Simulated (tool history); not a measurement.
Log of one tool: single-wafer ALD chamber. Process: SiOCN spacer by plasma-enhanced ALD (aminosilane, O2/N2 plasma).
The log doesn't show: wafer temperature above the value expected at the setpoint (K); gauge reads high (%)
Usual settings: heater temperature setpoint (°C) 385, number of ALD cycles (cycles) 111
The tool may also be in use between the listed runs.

run,hour,heater temperature setpoint (°C),number of ALD cycles (cycles),wafers since the last listed run,hours since the last thermocouple change,hours since the gauge calibration,"read-back reference wafer on the same gauge, thickness_nm",mean film thickness on the monitor wafer (angstrom)
1,0.0,385,111,0,892.1,259.0,5.693,65.19
2,15.6,385,111,31,907.7,274.6,5.693,65.36
3,50.5,385,111,70,942.6,309.5,5.697,65.37
4,66.0,385,94,31,958.1,325.0,5.701,55.29
5,97.7,385,111,64,989.8,356.7,5.701,65.11
6,119.0,385,111,43,1011.1,378.0,5.698,65.01
7,138.4,385,111,39,1030.5,397.4,5.704,65.33
8,169.5,385,111,62,1061.6,428.5,5.705,64.97
9,204.2,385,111,70,1096.3,463.2,5.706,65.25
10,239.1,385,111,70,1131.2,498.1,5.709,65.06
11,253.1,385,111,28,1145.2,512.1,5.706,65.20
12,277.5,397,111,49,1169.6,536.5,5.710,65.28
13,292.4,397,111,30,1184.5,551.4,5.712,64.87
# hour 307.6: gauge calibrated
14,318.7,385,111,53,1210.8,11.1,5.644,64.64
15,335.1,385,111,33,1227.2,27.5,5.654,64.43
16,367.5,385,111,65,1259.6,59.9,5.663,64.79
17,397.7,385,111,61,1289.8,90.1,5.672,64.81
18,410.8,385,111,26,1302.9,103.2,5.674,65.08
19,444.2,385,111,67,1336.3,136.6,5.679,64.85
20,469.4,385,111,50,1361.5,161.8,5.690,64.94
21,487.0,385,111,35,1379.1,179.4,5.690,65.23
22,500.0,390,103,26,1392.1,192.4,5.692,60.36
23,520.9,395,91,42,1413.0,213.3,5.695,53.35
24,555.3,394,126,69,1447.4,247.7,5.698,73.83
25,571.8,371,101,33,1463.9,264.2,5.701,59.27
26,584.8,375,103,26,1476.9,277.2,5.702,60.74
27,604.4,385,111,39,1496.5,296.8,5.704,65.28
28,634.9,392,111,61,1527.0,327.3,5.703,65.11
29,647.5,378,99,25,1539.6,339.9,5.709,58.35
30,672.5,385,111,50,1564.6,364.9,5.708,65.34
31,691.5,397,111,38,1583.6,383.9,5.711,65.59
32,719.0,392,97,55,1611.1,411.4,5.712,57.01
33,737.7,394,126,37,1629.8,430.1,5.714,74.39
34,753.3,377,111,31,1645.4,445.7,5.715,65.30
35,765.7,373,111,25,1657.8,458.1,5.713,65.20
36,782.5,371,130,33,1674.6,474.9,5.713,76.53
37,816.9,378,120,69,1709.0,509.3,5.712,70.33
38,829.0,394,120,24,1721.1,521.4,5.721,70.85
# hour 847.8: thermocouple changed; heater temperature recalibrated
39,860.0,385,130,46,12.2,552.4,5.717,76.19
# hour 865.5: gauge calibrated
40,874.8,375,119,29,27.0,9.3,5.638,69.11
41,904.5,371,103,60,56.7,39.0,5.648,59.68
42,929.7,378,105,50,81.9,64.2,5.657,61.47
43,953.5,392,95,48,105.7,88.0,5.666,55.36
44,1060.6,391,121,216,212.8,195.1,5.687,71.07
45,1072.7,385,111,24,224.9,207.2,5.688,65.01
46,1087.2,374,117,29,239.4,221.7,5.691,68.55
47,1100.6,397,132,27,252.8,235.1,5.691,77.29

4 ways to go on from here, each from the tool as it stands after run 47. What would each give?
A,1101.2,385,111,1,253.4,235.7,?,?
B,1101.2,385,128,1,253.4,235.7,?,?
C,1101.2,378,94,1,253.4,235.7,?,?
D,1101.2,385,129,1,253.4,235.7,?,?

run,"read-back reference wafer on the same gauge, thickness_nm",mean film thickness on the monitor wafer (angstrom)
A,5.691,65.07
B,5.691,75.03
C,5.691,55.10
D,5.691,75.62
Without the tool's hidden state the same runs would have given:
run,mean film thickness on the monitor wafer (angstrom)
A,64.36
B,74.22
C,54.50
D,74.80
